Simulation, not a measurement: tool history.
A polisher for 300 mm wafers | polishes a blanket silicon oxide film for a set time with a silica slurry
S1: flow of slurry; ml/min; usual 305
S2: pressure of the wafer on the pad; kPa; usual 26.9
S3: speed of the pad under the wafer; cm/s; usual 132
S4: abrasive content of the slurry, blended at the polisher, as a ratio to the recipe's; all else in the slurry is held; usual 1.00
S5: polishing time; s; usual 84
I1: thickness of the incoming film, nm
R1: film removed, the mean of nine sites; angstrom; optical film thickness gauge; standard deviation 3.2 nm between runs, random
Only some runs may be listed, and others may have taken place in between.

run	hour	S1	S2	S3	S4	S5	I1	R1
1	0.0	240	26.9	108	0.75	57	1808.1	1079
2	39.8	210	26.9	96	1.20	113	1798.4	2789
# hour 49.5: slurry nozzle cleaned
# hour 85.3: conditioning disc replaced and pad reconditioned
3	109.6	370	35.9	132	1.15	60	1796.7	2489
4	171.1	305	26.9	132	1.00	84	1784.7	2582
5	214.0	305	29.6	132	1.00	106	1774.8	3399
# hour 220.9: worn pad replaced by a new one
6	249.3	305	26.9	172	0.90	84	1836.5	2896
7	292.0	305	26.9	110	1.00	84	1815.9	2219
8	338.6	245	24.1	100	0.75	84	1806.3	1425
9	371.1	360	26.9	120	0.90	74	1808.2	1888
10	412.8	305	26.9	132	1.00	84	1827.9	2479
11	437.0	305	26.9	132	1.00	73	1804.2	2128
# hour 534.2: slurry blender recalibrated
# hour 554.4: conditioning disc replaced and pad reconditioned
12	595.6	305	26.9	160	0.70	84	1824.6	2102
13	632.9	305	20.7	132	1.30	84	1815.8	2525
# hour 675.9: slurry nozzle cleaned
14	676.4	410	19.3	96	0.80	84	1774.3	1323
# hour 708.2: worn pad replaced by a new one
15	739.4	305	26.9	132	1.00	84	1818.4	2524
16	800.0	350	26.9	96	1.20	74	1849.9	1949
17	861.1	240	31.0	132	1.00	84	1798.0	2693
18	913.2	260	23.4	132	0.85	76	1784.7	1754
19	944.3	305	26.9	132	0.85	84	1817.8	2114
20	992.7	305	35.2	108	0.85	64	1798.3	1686
# hour 1006.2: conditioning disc replaced and pad reconditioned
21	1026.2	260	26.9	132	1.00	98	1805.6	2966
# hour 1043.9: slurry blender recalibrated
22	1051.8	360	33.1	98	1.00	93	1817.0	2655
23	1118.0	305	26.9	132	1.00	84	1828.0	2521
# hour 1185.1: head pressure recalibrated
# hour 1191.6: worn pad replaced by a new one
24	1247.5	305	31.7	132	1.00	57	1847.8	1903

Pick out some run-to-run changes in R1. Of each, how much would a tool without hidden state show as well, from the settings, what came in and chance, and how much is left for the hidden state and any gauge scatter not in both results compared?
The tool's hidden condition here consists of: removal rate lost through wear of the pad, %; slurry flow missing at the pad, %; deviation of the head's pressure from its setpoint, %; abrasive missing from the slurry, %; time polished since the conditioner stopped cutting, s.
Run 1 -> 2: S1 240 -> 210, S3 108 -> 96, S4 0.75 -> 1.20, S5 57 -> 113. R1 +1710 angstrom: hidden state -92, all else +1802.
Run 2 -> 3: S1 210 -> 370, S2 26.9 -> 35.9, S3 96 -> 132, S4 1.20 -> 1.15, S5 113 -> 60, slurry nozzle cleaned, conditioning disc replaced and pad reconditioned. R1 -300 angstrom: hidden state +125, all else -425.
Run 20 -> 21: S1 305 -> 260, S2 35.2 -> 26.9, S3 108 -> 132, S4 0.85 -> 1.00, S5 64 -> 98, conditioning disc replaced and pad reconditioned. R1 +1280 angstrom: hidden state +84, all else +1196.
